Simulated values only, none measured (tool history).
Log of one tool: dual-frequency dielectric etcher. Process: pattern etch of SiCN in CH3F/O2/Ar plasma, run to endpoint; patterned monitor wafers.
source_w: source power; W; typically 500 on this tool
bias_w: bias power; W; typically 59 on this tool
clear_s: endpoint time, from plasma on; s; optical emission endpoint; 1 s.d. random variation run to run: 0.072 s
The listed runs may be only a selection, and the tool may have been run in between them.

| run | hour | source_w | bias_w | wafers since the last listed run | hours since the last wet clean | hours since the last source power generator calibration | hours since the last bias power generator calibration | hours since the last upper electrode change | incoming incoming film thickness, nm | clear_s |
|---|---|---|---|---|---|---|---|---|---|---|
| 1 | 0.0 | 460 | 66 | 0 | 490.0 | 2029.9 | 4089.9 | 2911.5 | 10.03 | 24.7 |
|  | 51.8 | wet clean of the chamber |
| 2 | 154.7 | 460 | 66 | 2024 | 102.9 | 2184.6 | 4244.6 | 3066.2 | 10.03 | 24.4 |
| 3 | 201.6 | 460 | 66 | 726 | 149.8 | 2231.5 | 4291.5 | 3113.1 | 9.97 | 24.3 |
| 4 | 237.2 | 500 | 59 | 551 | 185.4 | 2267.1 | 4327.1 | 3148.7 | 10.06 | 24.3 |
| 5 | 297.2 | 460 | 53 | 929 | 245.4 | 2327.1 | 4387.1 | 3208.7 | 9.88 | 25.0 |
| 6 | 337.6 | 460 | 53 | 625 | 285.8 | 2367.5 | 4427.5 | 3249.1 | 9.97 | 25.3 |
| 7 | 406.1 | 500 | 59 | 1061 | 354.3 | 2436.0 | 4496.0 | 3317.6 | 10.07 | 24.6 |
|  | 455.6 | wet clean of the chamber |
| 8 | 459.7 | 500 | 59 | 458 | 4.1 | 2489.6 | 4549.6 | 3371.2 | 9.88 | 23.8 |
| 9 | 487.7 | 500 | 59 | 433 | 32.1 | 2517.6 | 4577.6 | 3399.2 | 9.96 | 24.0 |
| 10 | 627.6 | 500 | 63 | 2166 | 172.0 | 2657.5 | 4717.5 | 3539.1 | 10.00 | 23.8 |
|  | 683.2 | source power generator calibrated |
| 11 | 688.8 | 500 | 63 | 886 | 233.2 | 5.6 | 4778.7 | 3600.3 | 10.03 | 24.1 |
| 12 | 723.5 | 570 | 59 | 537 | 267.9 | 40.3 | 4813.4 | 3635.0 | 9.99 | 23.2 |
|  | 798.4 | upper electrode replaced |
| 13 | 798.9 | 610 | 73 | 796 | 343.3 | 115.7 | 4888.8 | 0.5 | 10.04 | 22.0 |
|  | 821.7 | bias power generator calibrated |
|  | 867.6 | wet clean of the chamber |
| 14 | 868.1 | 500 | 59 | 638 | 0.5 | 184.9 | 46.4 | 69.7 | 10.01 | 24.1 |
| 15 | 921.2 | 430 | 48 | 822 | 53.6 | 238.0 | 99.5 | 122.8 | 10.01 | 26.3 |
| 16 | 976.3 | 500 | 59 | 853 | 108.7 | 293.1 | 154.6 | 177.9 | 9.96 | 24.1 |
| 17 | 1022.9 | 430 | 68 | 721 | 155.3 | 339.7 | 201.2 | 224.5 | 10.10 | 25.1 |
| 18 | 1074.9 | 460 | 66 | 805 | 207.3 | 391.7 | 253.2 | 276.5 | 10.03 | 24.7 |
| 19 | 1138.8 | 500 | 59 | 989 | 271.2 | 455.6 | 317.1 | 340.4 | 10.02 | 24.4 |

Run 20, settings as shown, results not yet in. Your forecast:
| 20 | 1186.2 | 610 | 55 | 734 | 318.6 | 503.0 | 364.5 | 387.8 | 10.01 | ? |

{"run 20": {"clear_s": 23.2}}
With no hidden state in the tool, this same run would have given clear_s 22.9 s.
